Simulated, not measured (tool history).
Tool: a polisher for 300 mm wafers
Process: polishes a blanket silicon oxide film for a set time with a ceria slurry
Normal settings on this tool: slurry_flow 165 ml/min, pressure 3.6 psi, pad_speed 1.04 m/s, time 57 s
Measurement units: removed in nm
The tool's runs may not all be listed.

| run | hour | slurry_flow | pressure | pad_speed | time | wafers since the last listed run | wafers polished on this pad | hours since the slurry nozzle was cleaned | hours since the head pressure was calibrated | incoming thickness of the incoming film, nm | removed |
|---|---|---|---|---|---|---|---|---|---|---|---|
| 1 | 0 | 165 | 3.6 | 1.18 | 47 | 0 | 4440 | 610 | 893.9 | 839.9 | 228 |
|  | 85.6 | worn pad replaced by a new one |
| 2 | 163.1 | 165 | 3.6 | 1.18 | 47 | 1980 | 964 | 773.1 | 1057 | 850.3 | 211.5 |
|  | 175 | head pressure recalibrated |
|  | 178.1 | slurry nozzle cleaned |
| 3 | 217.8 | 165 | 3.6 | 1.04 | 57 | 643 | 1608 | 39.7 | 42.8 | 852.7 | 225.3 |
| 4 | 280.2 | 165 | 3.6 | 1.04 | 57 | 776 | 2384 | 102.1 | 105.2 | 837.4 | 218.5 |
| 5 | 346.8 | 165 | 3.6 | 1.04 | 57 | 828 | 3213 | 168.7 | 171.8 | 838.9 | 218 |
| 6 | 381.8 | 165 | 3.6 | 1.04 | 57 | 435 | 3649 | 203.7 | 206.8 | 836.7 | 219.1 |
| 7 | 418.6 | 165 | 3.6 | 1.04 | 57 | 458 | 4107 | 240.5 | 243.6 | 829.7 | 216.9 |
|  | 464.4 | worn pad replaced by a new one, repeated, since the last time left the tool worse |
| 8 | 488.5 | 165 | 4.5 | 1.04 | 57 | 820 | 299 | 310.4 | 313.5 | 843.3 | 303.9 |
| 9 | 526 | 165 | 3.6 | 1.04 | 57 | 466 | 766 | 347.9 | 351 | 827 | 259 |
| 10 | 576 | 165 | 3.6 | 1.04 | 57 | 622 | 1388 | 397.9 | 401 | 842 | 250.8 |
| 11 | 631.6 | 165 | 4.6 | 1.12 | 57 | 692 | 2080 | 453.5 | 456.6 | 843.9 | 332.5 |
| 12 | 697.9 | 165 | 4.6 | 1.12 | 57 | 825 | 2905 | 519.8 | 522.9 | 838.8 | 323.5 |
| 13 | 722.8 | 165 | 3.6 | 1.04 | 57 | 309 | 3215 | 544.7 | 547.8 | 839.7 | 248.9 |
| 14 | 786.3 | 125 | 3.6 | 1.04 | 57 | 790 | 4005 | 608.2 | 611.3 | 843.8 | 239 |
| 15 | 822.8 | 125 | 3.6 | 1.04 | 57 | 454 | 4460 | 644.7 | 647.8 | 835.7 | 233.5 |
| 16 | 891.9 | 145 | 3.6 | 1.38 | 40 | 860 | 5320 | 713.8 | 716.9 | 857.7 | 221.2 |
|  | 898.6 | slurry nozzle cleaned |
| 17 | 931 | 165 | 2.7 | 1.04 | 57 | 474 | 5794 | 32.4 | 756 | 846.4 | 195 |
| 18 | 981.6 | 165 | 3.6 | 1.32 | 67 | 629 | 6424 | 83 | 806.6 | 845.1 | 364 |
|  | 992.7 | worn pad replaced by a new one |
| 19 | 1027.7 | 165 | 3.6 | 1.04 | 57 | 523 | 435 | 129.1 | 852.7 | 845.5 | 256.8 |
| 20 | 1056.1 | 165 | 4.4 | 0.84 | 57 | 353 | 788 | 157.5 | 881.1 | 846.1 | 239.4 |
| 21 | 1112.4 | 205 | 4.4 | 1.04 | 76 | 700 | 1489 | 213.8 | 937.4 | 835.2 | 398.2 |
| 22 | 1180.1 | 110 | 2.6 | 0.94 | 41 | 842 | 2331 | 281.5 | 1005.1 | 840.2 | 118.4 |
|  | 1219.7 | head pressure recalibrated |
| 23 | 1242.4 | 195 | 3.3 | 1.3 | 69 | 750 | 3082 | 343.8 | 22.7 | 849.1 | 361.8 |
| 24 | 1285.3 | 220 | 3 | 1.04 | 57 | 533 | 3616 | 386.7 | 65.6 | 835.9 | 224 |
| 25 | 1409 | 165 | 3.6 | 0.84 | 39 | 1539 | 5155 | 510.4 | 189.3 | 836.7 | 134.2 |
| 26 | 1471.8 | 165 | 3.6 | 1.04 | 48 | 781 | 5937 | 573.2 | 252.1 | 833 | 206.1 |
|  | 1511.1 | worn pad replaced by a new one |
| 27 | 1511.6 | 165 | 3.6 | 1.04 | 57 | 445 | 6 | 613 | 291.9 | 841.2 | 256.7 |
|  | 1513.2 | slurry nozzle cleaned |
| 28 | 1555.4 | 165 | 3.6 | 1.04 | 57 | 532 | 539 | 42.2 | 335.7 | 830.9 | 256 |
| 29 | 1613.1 | 165 | 4.8 | 1.04 | 57 | 718 | 1257 | 99.9 | 393.4 | 839.3 | 321.5 |
| 30 | 1647.4 | 130 | 4.9 | 0.7 | 76 | 426 | 1684 | 134.2 | 427.7 | 827.3 | 279.9 |
| 31 | 1703.9 | 200 | 2.7 | 0.8 | 67 | 703 | 2387 | 190.7 | 484.2 | 849.5 | 189 |
| 32 | 1747.4 | 105 | 3.6 | 1.3 | 57 | 541 | 2928 | 234.2 | 527.7 | 832.8 | 280.1 |
| 33 | 1785.3 | 165 | 3.6 | 1.04 | 57 | 471 | 3400 | 272.1 | 565.6 | 842.6 | 248.5 |
| 34 | 1811.1 | 205 | 2.3 | 0.68 | 44 | 321 | 3721 | 297.9 | 591.4 | 848 | 94.9 |
| 35 | 1842.4 | 215 | 2.6 | 0.86 | 70 | 389 | 4111 | 329.2 | 622.7 | 826.5 | 205.7 |
| 36 | 1886.8 | 165 | 4.1 | 1.4 | 57 | 552 | 4663 | 373.6 | 667.1 | 840.8 | 366.6 |
| 37 | 1952.8 | 130 | 4.5 | 1.22 | 50 | 821 | 5485 | 439.6 | 733.1 | 835.3 | 284.2 |
| 38 | 2021.2 | 210 | 4.5 | 0.9 | 73 | 851 | 6336 | 508 | 801.5 | 845.6 | 327.8 |

What the log doesn't show, run by run:
slurry flow missing at the pad, %: 0 on each run
deviation of the head's pressure from its setpoint, %: 0 on each run
H1: removal rate lost through wear of the pad, %
| run | H1 |
|---|---|
| 1 | 4.79 |
| 2 | 11.9 |
| 3 | 12.6 |
| 4 | 13.4 |
| 5 | 14.2 |
| 6 | 14.7 |
| 7 | 15.2 |
| 8 | 0.445 |
| 9 | 0.929 |
| 10 | 1.57 |
| 11 | 2.29 |
| 12 | 3.15 |
| 13 | 3.47 |
| 14 | 4.29 |
| 15 | 4.76 |
| 16 | 5.65 |
| 17 | 6.16 |
| 18 | 6.81 |
| 19 | 0.61 |
| 20 | 0.977 |
| 21 | 1.7 |
| 22 | 2.58 |
| 23 | 3.38 |
| 24 | 3.94 |
| 25 | 5.53 |
| 26 | 6.34 |
| 27 | 0.342 |
| 28 | 0.907 |
| 29 | 1.65 |
| 30 | 2.1 |
| 31 | 2.82 |
| 32 | 3.39 |
| 33 | 3.88 |
| 34 | 4.21 |
| 35 | 4.61 |
| 36 | 5.19 |
| 37 | 6.04 |
| 38 | 6.92 |

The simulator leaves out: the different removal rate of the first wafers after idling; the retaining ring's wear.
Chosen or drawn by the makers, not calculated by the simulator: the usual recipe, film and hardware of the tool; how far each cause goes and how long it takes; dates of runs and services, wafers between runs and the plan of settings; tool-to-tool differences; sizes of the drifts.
